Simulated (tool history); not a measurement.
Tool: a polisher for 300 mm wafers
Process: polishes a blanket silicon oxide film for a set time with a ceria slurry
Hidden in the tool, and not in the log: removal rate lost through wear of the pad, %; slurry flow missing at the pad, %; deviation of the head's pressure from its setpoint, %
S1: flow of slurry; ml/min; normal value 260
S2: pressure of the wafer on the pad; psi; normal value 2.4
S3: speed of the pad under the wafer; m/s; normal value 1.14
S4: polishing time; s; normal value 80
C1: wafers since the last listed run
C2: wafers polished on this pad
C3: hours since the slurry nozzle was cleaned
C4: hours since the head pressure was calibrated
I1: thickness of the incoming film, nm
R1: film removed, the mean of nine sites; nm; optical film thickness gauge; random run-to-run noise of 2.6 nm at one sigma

run,hour,S1,S2,S3,S4,C1,C2,C3,C4,I1,R1
1,0.0,260,2.4,1.40,80,0,134,382.4,252.5,1713.8,342.4
2,17.9,260,2.4,1.40,80,189,323,400.3,270.4,1702.0,336.2
3,29.7,260,2.4,1.14,80,124,448,412.1,282.2,1719.0,291.7
4,38.6,260,2.4,1.14,80,94,542,421.0,291.1,1706.1,287.1
# hour 44.1: worn pad replaced by a new one
5,49.0,260,2.4,1.14,88,67,51,431.4,301.5,1709.1,316.2
6,63.8,260,2.4,1.14,88,156,208,446.2,316.3,1708.6,319.3
7,81.7,260,2.4,1.14,80,189,397,464.1,334.2,1727.6,292.3
8,91.0,320,2.4,1.36,80,98,496,473.4,343.5,1732.9,344.8
# hour 99.7: worn pad replaced by a new one
9,100.2,320,2.4,1.36,80,55,5,482.6,352.7,1688.5,343.9
10,105.0,320,2.4,1.36,80,50,56,487.4,357.5,1699.1,340.4
11,112.8,260,2.4,0.96,80,82,138,495.2,365.3,1714.5,258.1
12,123.9,260,2.4,1.14,56,117,256,506.3,376.4,1732.0,201.5
13,130.6,260,2.4,0.82,80,70,327,513.0,383.1,1721.9,228.4
# hour 146.6: worn pad replaced by a new one
14,147.1,260,2.4,1.14,80,132,5,529.5,399.6,1686.2,288.0
# hour 148.8: slurry nozzle cleaned
15,152.0,340,2.4,0.92,62,41,47,3.2,404.5,1698.7,209.7
# hour 157.0: head pressure recalibrated
16,161.5,260,2.4,1.14,80,79,126,12.7,4.5,1714.3,306.9
17,174.4,285,2.8,1.34,60,136,263,25.6,17.4,1688.8,303.3
18,185.8,260,2.4,1.14,105,120,383,37.0,28.8,1677.8,400.3
19,195.2,305,2.4,1.14,80,99,483,46.4,38.2,1701.3,311.3
# hour 204.4: worn pad replaced by a new one
20,207.5,305,2.6,0.82,80,87,33,58.7,50.5,1711.1,263.1
21,218.1,260,2.4,1.14,80,112,145,69.3,61.1,1684.4,302.8

How would selected steps in R1 from run to run divide? Give the signed amount a tool lacking its hidden state would still show from settings, what came in and random variation, and the signed amount left for the hidden state, including any gauge scatter that is not in both of the compared results.
Run 13 -> 14: S3 0.82 -> 1.14, worn pad replaced by a new one. R1 +59.6 nm: hidden state -4.8, all else +64.4.
Run 14 -> 15: S1 260 -> 340, S3 1.14 -> 0.92, S4 80 -> 62, slurry nozzle cleaned. R1 -78.3 nm: hidden state +21.9, all else -100.2.
Run 15 -> 16: S1 340 -> 260, S3 0.92 -> 1.14, S4 62 -> 80, head pressure recalibrated. R1 +97.2 nm: hidden state -1.1, all else +98.3.
Run 17 -> 18: S1 285 -> 260, S2 2.8 -> 2.4, S3 1.34 -> 1.14, S4 60 -> 105. R1 +97.0 nm: hidden state -2.1, all else +99.1.

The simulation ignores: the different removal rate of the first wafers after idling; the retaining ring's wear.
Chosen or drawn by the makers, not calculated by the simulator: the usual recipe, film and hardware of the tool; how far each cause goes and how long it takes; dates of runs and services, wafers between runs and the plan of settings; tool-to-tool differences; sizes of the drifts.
